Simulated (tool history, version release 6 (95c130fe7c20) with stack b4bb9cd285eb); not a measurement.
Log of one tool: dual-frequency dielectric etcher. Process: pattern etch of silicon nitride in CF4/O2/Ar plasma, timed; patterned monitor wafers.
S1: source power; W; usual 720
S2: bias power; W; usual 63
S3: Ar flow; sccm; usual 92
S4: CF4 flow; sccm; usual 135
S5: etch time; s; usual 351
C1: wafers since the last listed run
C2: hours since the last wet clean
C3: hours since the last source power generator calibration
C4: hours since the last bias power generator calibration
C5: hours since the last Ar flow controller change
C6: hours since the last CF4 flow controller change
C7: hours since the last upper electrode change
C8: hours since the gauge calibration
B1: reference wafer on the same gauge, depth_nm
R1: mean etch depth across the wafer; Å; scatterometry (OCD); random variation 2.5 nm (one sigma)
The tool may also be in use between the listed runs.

Run 1, day 0: usual settings but S1 660 W; C1 0; C2 98.4; C3 1715.1; C4 4549.7; C5 2020.3; C6 9.2; C7 21.9; C8 524.4; B1 1239.3. Result: R1 9563 Å.
At day 0.371: gauge calibrated.
Run 2, day 0.675: usual settings but S1 870 W, S2 52 W, S3 72 sccm, S4 106 sccm; C1 90; C2 114.6; C3 1731.3; C4 4565.9; C5 2036.5; C6 25.4; C7 38.1; C8 7.3; B1 1240. Result: R1 11288 Å.
Run 3, day 1.025: usual settings but S2 73 W, S4 115 sccm; C1 46; C2 123; C3 1739.7; C4 4574.3; C5 2044.9; C6 33.8; C7 46.5; C8 15.7; B1 1240.3. Result: R1 10465 Å.
At day 1.875: Ar flow controller replaced.
At day 2.038: source power generator calibrated.
Run 4, day 2.058: usual settings but S5 399.5 s; C1 83; C2 147.8; C3 0.5; C4 4599.1; C5 4.4; C6 58.6; C7 71.3; C8 40.5; B1 1240.2. Result: R1 12113 Å.
Run 5, day 2.075: usual settings but S1 620 W, S5 281 s; C1 2; C2 148.2; C3 0.9; C4 4599.5; C5 4.8; C6 59; C7 71.7; C8 40.9; B1 1240.4. Result: R1 7584 Å.
Run 6, day 2.438: usual settings but S1 630 W, S3 101 sccm, S4 154 sccm; C1 48; C2 156.9; C3 9.6; C4 4608.2; C5 13.5; C6 67.7; C7 80.4; C8 49.6; B1 1239.4. Result: R1 9629 Å.
Run 7, day 3.017: usual settings but S4 119 sccm, S5 405.5 s; C1 77; C2 170.8; C3 23.5; C4 4622.1; C5 27.4; C6 81.6; C7 94.3; C8 63.5; B1 1240.3. Result: R1 12073 Å.
Run 8, day 4.288: usual settings but S2 51 W, S4 161 sccm, S5 437.5 s; C1 169; C2 201.3; C3 54; C4 4652.6; C5 57.9; C6 112.1; C7 124.8; C8 94; B1 1240.4. Result: R1 12803 Å.
Run 9, day 4.55: usual settings; C1 35; C2 207.6; C3 60.3; C4 4658.9; C5 64.2; C6 118.4; C7 131.1; C8 100.3; B1 1239.8. Result: R1 10643 Å.
Run 10, day 5.2: usual settings; C1 86; C2 223.2; C3 75.9; C4 4674.5; C5 79.8; C6 134; C7 146.7; C8 115.9; B1 1240. Result: R1 10651 Å.
At day 5.479: bias power generator calibrated.
Run 11, day 5.633: usual settings; C1 35; C2 233.6; C3 86.3; C4 3.7; C5 90.2; C6 144.4; C7 157.1; C8 126.3; B1 1240.1. Result: R1 10679 Å.
Run 12, day 6.896: usual settings but S4 160 sccm, S5 271.5 s; C1 168; C2 263.9; C3 116.6; C4 34; C5 120.5; C6 174.7; C7 187.4; C8 156.6; B1 1240.6. Result: R1 8444 Å.
Run 13, day 7.371: usual settings but S1 830 W, S4 126 sccm; C1 63; C2 275.3; C3 128; C4 45.4; C5 131.9; C6 186.1; C7 198.8; C8 168; B1 1240.3. Result: R1 11882 Å.
Run 14, day 7.979: usual settings but S3 85 sccm, S4 116 sccm, S5 419.5 s; C1 81; C2 289.9; C3 142.6; C4 60; C5 146.5; C6 200.7; C7 213.4; C8 182.6; B1 1239.7. Result: R1 12660 Å.

The next listed run, before its measurement:
Run 15, day 8.567: usual settings but S1 570 W, S3 106 sccm, S4 102 sccm, S5 291.5 s; C1 78; C2 304; C3 156.7; C4 74.1; C5 160.6; C6 214.8; C7 227.5; C8 196.7; B1 ?. Result: R1 ?.

B1: 1240.1
R1: 6876 Å
Without the tool's hidden state the same run would have given R1 6751 Å.

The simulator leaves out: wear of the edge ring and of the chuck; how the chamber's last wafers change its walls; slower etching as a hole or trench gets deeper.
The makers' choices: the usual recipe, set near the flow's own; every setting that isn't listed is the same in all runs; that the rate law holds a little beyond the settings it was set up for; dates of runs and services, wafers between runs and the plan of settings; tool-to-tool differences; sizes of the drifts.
